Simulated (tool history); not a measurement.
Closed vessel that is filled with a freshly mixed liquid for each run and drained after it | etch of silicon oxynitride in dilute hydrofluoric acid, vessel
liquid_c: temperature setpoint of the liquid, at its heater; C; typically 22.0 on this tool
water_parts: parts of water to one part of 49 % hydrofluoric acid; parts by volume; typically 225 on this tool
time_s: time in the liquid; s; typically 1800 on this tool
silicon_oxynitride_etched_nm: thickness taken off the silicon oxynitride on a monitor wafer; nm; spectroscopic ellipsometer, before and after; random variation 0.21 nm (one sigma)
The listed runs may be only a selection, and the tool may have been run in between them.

run	hour	liquid_c	water_parts	time_s	read-back film thickness of the silicon oxynitride reference wafer, read on the same gauge (nm)	silicon_oxynitride_etched_nm
1	0.0	22.0	225	2390	60.00	33.10
2	47.9	22.0	225	2390	59.97	32.81
3	149.8	22.0	225	2570	60.04	35.12
4	230.9	22.0	225	2570	60.03	35.36
5	325.5	22.0	225	2570	60.02	35.41
6	361.9	22.0	225	1800	59.99	24.60
7	406.4	22.0	225	1800	60.01	24.47
8	504.5	22.0	225	1800	60.02	24.26
9	605.7	22.0	225	1800	59.99	24.33
10	644.3	22.0	225	1800	59.97	24.09
11	724.0	22.0	195	1800	59.98	28.60
12	818.9	22.0	195	1800	60.00	27.97
13	885.0	22.0	225	1800	60.00	23.85
14	929.0	22.0	225	1800	60.00	23.70
15	1011.3	19.5	195	890	59.98	12.20
16	1087.9	24.5	185	1215	60.01	21.98
17	1174.9	22.0	270	2775	59.98	29.23
18	1214.2	22.0	225	1800	59.98	23.01
19	1269.0	24.5	335	1360	60.00	12.02
20	1319.8	26.0	330	1800	60.02	17.11
21	1388.9	20.0	225	2110	60.01	27.20
22	1434.2	22.0	225	1800	59.97	25.49
23	1509.6	20.5	165	960	60.01	18.09
24	1549.5	22.0	195	1800	60.01	29.25
25	1617.1	17.0	225	1250	59.95	13.79
26	1697.6	23.5	225	2695	60.02	40.56
27	1740.8	22.0	225	1800	60.05	24.97
28	1803.9	22.0	225	1800	59.99	24.86

Withheld: 3 entries from between the runs. Position of each, and hidden state at the listed run before versus the listed run after:
Run 10 -> run 11: gauge calibrated (hour 714.6)
  hydrofluoric acid flow below the setpoint (%): 4.75 -> 5.15
  measured result minus the result with no hidden state, silicon_oxynitride_etched_nm: -1.40 -> -1.78 nm
Run 16 -> run 17: thermometer replaced (hour 1134.6)
  hydrofluoric acid flow below the setpoint (%): 6.98 -> 7.42
  measured result minus the result with no hidden state, silicon_oxynitride_etched_nm: -1.90 -> -2.79 nm
Run 20 -> run 21: hydrofluoric acid flow meter replaced (hour 1384.0)
  hydrofluoric acid flow below the setpoint (%): 8.14 -> 0.0939
  measured result minus the result with no hidden state, silicon_oxynitride_etched_nm: -1.90 -> -0.03 nm

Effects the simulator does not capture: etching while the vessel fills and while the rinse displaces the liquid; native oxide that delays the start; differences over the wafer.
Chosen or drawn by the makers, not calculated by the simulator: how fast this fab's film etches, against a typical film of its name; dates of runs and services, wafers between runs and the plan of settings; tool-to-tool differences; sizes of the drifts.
